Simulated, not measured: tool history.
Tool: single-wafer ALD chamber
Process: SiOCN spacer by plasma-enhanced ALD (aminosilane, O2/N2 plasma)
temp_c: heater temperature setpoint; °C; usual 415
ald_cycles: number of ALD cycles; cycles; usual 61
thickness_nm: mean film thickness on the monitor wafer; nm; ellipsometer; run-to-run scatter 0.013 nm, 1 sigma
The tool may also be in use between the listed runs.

run,hour,temp_c,ald_cycles,wafers since the last listed run,hours since the last thermocouple change,hours since the gauge calibration,"read-back reference wafer on the same gauge, thickness_nm",thickness_nm
1,0,415,67,0,2185,504.5,3.819,4.098
2,92.8,415,67,448,2277.8,597.3,3.819,4.121
3,105.2,415,67,59,2290.2,609.7,3.822,4.104
4,126.4,423,58,102,2311.4,630.9,3.817,3.432
5,153.1,423,58,128,2338.1,657.6,3.821,3.448
6,179,423,58,125,2364,683.5,3.822,3.438
7,214.1,415,61,169,2399.1,718.6,3.822,3.727
8,248.7,415,61,167,2433.7,753.2,3.821,3.729
9,274.5,415,58,124,2459.5,779,3.823,3.554
10,302.5,415,58,135,2487.5,807,3.819,3.558
11,322.2,415,58,95,2507.2,826.7,3.818,3.541
12,339.1,420,53,81,2524.1,843.6,3.817,3.164
# hour 359.6: thermocouple changed; heater temperature recalibrated
13,360.1,415,61,62,0.5,864.6,3.815,3.71
14,367,415,61,33,7.4,871.5,3.822,3.735
15,396.5,410,56,142,36.9,901,3.815,3.477
16,416.5,415,55,96,56.9,921,3.819,3.353
17,450.9,415,55,166,91.3,955.4,3.82,3.38
18,469.4,415,55,89,109.8,973.9,3.823,3.362
19,482.1,420,61,61,122.5,986.6,3.822,3.647
20,500.3,420,61,87,140.7,1004.8,3.813,3.637
21,524.2,425,56,115,164.6,1028.7,3.817,3.323
22,558.8,430,69,167,199.2,1063.3,3.82,3.997
# hour 560.9: gauge calibrated
23,580.1,415,68,102,220.5,19.2,3.828,4.148
24,605.4,415,61,122,245.8,44.5,3.823,3.732
25,625.3,429,54,96,265.7,64.4,3.82,3.133
26,649.3,419,50,115,289.7,88.4,3.818,2.997
27,668.6,415,61,93,309,107.7,3.821,3.723
28,747.3,402,68,380,387.7,186.4,3.82,4.314
29,770.9,407,68,114,411.3,210,3.818,4.271
30,800.4,404,71,142,440.8,239.5,3.821,4.47
31,820,410,53,94,460.4,259.1,3.824,3.295
32,843.9,415,61,115,484.3,283,3.822,3.718
33,864.8,421,68,100,505.2,303.9,3.822,4.101
34,897.1,404,55,156,537.5,336.2,3.817,3.493
35,982.3,415,72,411,622.7,421.4,3.819,4.355

Run 36 comes next. What will it give?
36,1001.8,408,56,94,642.2,440.9,?,?

{"run 36": {"read-back reference wafer on the same gauge, thickness_nm": 3.822, "thickness_nm": 3.503}}
Were there no unlogged condition in the tool, this run, its random variation unchanged, would have produced thickness_nm 3.503 nm.
